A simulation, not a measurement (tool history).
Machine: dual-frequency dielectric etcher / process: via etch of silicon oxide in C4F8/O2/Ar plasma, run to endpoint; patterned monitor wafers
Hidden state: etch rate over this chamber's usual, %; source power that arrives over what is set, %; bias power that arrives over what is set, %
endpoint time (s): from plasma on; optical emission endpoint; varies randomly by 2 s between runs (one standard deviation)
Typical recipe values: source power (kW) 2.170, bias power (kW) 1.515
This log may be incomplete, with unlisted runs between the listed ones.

run	day	source power (kW)	bias power (kW)	wafers since the last listed run	hours since the last wet clean	hours since the last source power generator calibration	hours since the last bias power generator calibration	hours since the last upper electrode change	incoming incoming film thickness, nm	endpoint time (s)
1	0.000	2.170	1.515	0	226.6	1068.4	2766.2	1912.2	1229.8	294.9
2	2.592	2.170	1.515	442	288.8	1130.6	2828.4	1974.4	1244.7	299.1
3	9.325	2.350	1.816	1150	450.4	1292.2	2990.0	2136.0	1235.9	273.2
# day 10.542: wet clean of the chamber
4	10.696	2.350	1.816	63	3.7	1325.1	3022.9	2168.9	1239.3	258.1
5	12.954	2.170	1.666	385	57.9	1379.3	3077.1	2223.1	1238.7	276.8
6	15.262	2.170	1.666	394	113.3	1434.7	3132.5	2278.5	1234.4	273.9
7	16.533	2.170	1.666	217	143.8	1465.2	3163.0	2309.0	1239.5	278.3
8	17.888	1.930	1.224	231	176.3	1497.7	3195.5	2341.5	1246.8	325.1
9	18.904	1.930	1.224	173	200.7	1522.1	3219.9	2365.9	1242.8	331.1
# day 20.229: upper electrode replaced
10	20.250	1.930	1.224	59	233.0	1554.4	3252.2	0.5	1230.6	325.4
11	22.742	2.170	1.411	425	292.8	1614.2	3312.0	60.3	1233.9	300.9
12	25.612	2.170	1.515	490	361.7	1683.1	3380.9	129.2	1247.3	294.6
13	28.533	1.730	1.798	499	431.8	1753.2	3451.0	199.3	1232.4	307.9
# day 29.675: bias power generator calibrated
14	29.704	1.970	1.515	171	459.9	1781.3	0.7	227.4	1251.4	314.5
15	31.533	2.500	1.410	312	503.8	1825.2	44.6	271.3	1246.9	294.1
# day 32.579: wet clean of the chamber
16	33.254	2.170	1.411	123	16.2	1866.5	85.9	312.6	1240.3	293.9
17	34.367	2.170	1.515	190	42.9	1893.2	112.6	339.3	1233.6	284.3
18	36.846	2.470	1.276	423	102.4	1952.7	172.1	398.8	1245.2	291.3
19	38.383	2.170	1.357	262	139.3	1989.6	209.0	435.7	1249.9	302.3
# day 39.296: source power generator calibrated
20	40.354	2.470	1.390	308	186.6	25.4	256.3	483.0	1242.8	285.6
21	41.996	2.170	1.369	280	226.0	64.8	295.7	522.4	1228.7	299.6
22	44.779	2.170	1.515	475	292.8	131.6	362.5	589.2	1237.4	293.8
23	46.492	2.010	1.212	292	333.9	172.7	403.6	630.3	1246.2	327.1
24	48.958	2.170	1.515	421	393.1	231.9	462.8	689.5	1244.7	297.5
# day 50.704: wet clean of the chamber
25	51.421	1.760	1.869	249	17.2	291.0	521.9	748.6	1232.9	289.0
26	54.325	1.810	1.787	496	86.9	360.7	591.6	818.3	1232.4	293.4
27	56.888	2.490	1.766	437	148.4	422.2	653.1	879.8	1237.2	259.8
28	58.196	2.170	1.411	223	179.8	453.6	684.5	911.2	1238.4	300.5
29	60.842	2.170	1.894	452	243.3	517.1	748.0	974.7	1256.9	274.2
30	67.275	1.760	1.675	1099	397.7	671.5	902.4	1129.1	1241.4	314.1
# day 70.133: wet clean of the chamber
31	70.154	2.170	1.390	321	0.5	740.6	971.5	1198.2	1238.8	290.7
32	70.654	2.500	1.239	85	12.5	752.6	983.5	1210.2	1242.1	287.5
33	72.454	1.700	1.515	307	55.7	795.8	1026.7	1253.4	1246.9	322.1
34	73.708	2.170	1.515	214	85.8	825.9	1056.8	1283.5	1246.1	292.6
35	74.708	1.780	1.320	170	109.8	849.9	1080.8	1307.5	1227.3	328.9

Consider 4 possible next runs. They are alternatives, not a sequence: every one starts from the tool as it was left by run 35. What does each give?
A	74.729	2.170	1.272	3	110.3	850.4	1081.3	1308.0	1246.0	?
B	74.729	2.030	1.643	3	110.3	850.4	1081.3	1308.0	1246.0	?
C	74.729	2.660	1.796	3	110.3	850.4	1081.3	1308.0	1246.0	?
D	74.729	1.760	1.807	3	110.3	850.4	1081.3	1308.0	1246.0	?

run	endpoint time (s)
A	308.9
B	291.9
C	253.3
D	300.0
The same runs, with their run-to-run variation unchanged, on a tool lacking any hidden condition would have given:
run	endpoint time (s)
A	306.3
B	289.4
C	251.1
D	297.4
